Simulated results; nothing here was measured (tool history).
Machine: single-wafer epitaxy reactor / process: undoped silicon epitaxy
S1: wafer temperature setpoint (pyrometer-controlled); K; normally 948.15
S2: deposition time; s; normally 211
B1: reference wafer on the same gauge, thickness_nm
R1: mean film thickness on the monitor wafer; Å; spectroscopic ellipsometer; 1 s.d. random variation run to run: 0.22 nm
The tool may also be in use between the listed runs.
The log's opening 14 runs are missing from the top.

run	hour	S1	S2	B1	R1
15	405.6	948.15	221	62.972	633.44
16	429.2	934.15	176	62.974	393.02
17	461	948.15	248	63.032	710.41
18	482.9	948.15	211	63.041	611.31
19	511.1	954.15	235	63.055	753.37
20	611.8	941.15	211	62.996	529.36
21	631.7	957.15	232	63.007	785.57
22	661	937.15	222	62.964	519.34
23	676.9	937.15	231	63.017	539.66
24	708.4	948.15	211	62.97	605.11
25	729.3	948.15	249	62.992	708.98
26	759.6	948.15	229	62.98	654
27	792.4	943.15	211	62.996	549.81
28	813.1	941.15	179	63.019	453.3
29	835.5	956.15	239	63.015	786.09
30	861	943.15	211	62.975	550.92

Below are 5 alternative next runs, each starting from the tool's condition after run 30. Predict each:
A	861.5	948.15	211	?	?
B	861.5	961.15	211	?	?
C	861.5	961.15	223	?	?
D	861.5	954.15	211	?	?
E	861.5	952.15	198	?	?

run	B1	R1
A	62.99	603.03
B	62.99	761.73
C	62.99	805.05
D	62.99	672.15
E	62.99	608.41
The same runs, with their run-to-run variation unchanged, on a tool lacking any hidden condition would have given:
run	R1
A	606.99
B	766.62
C	810.21
D	676.52
E	612.38
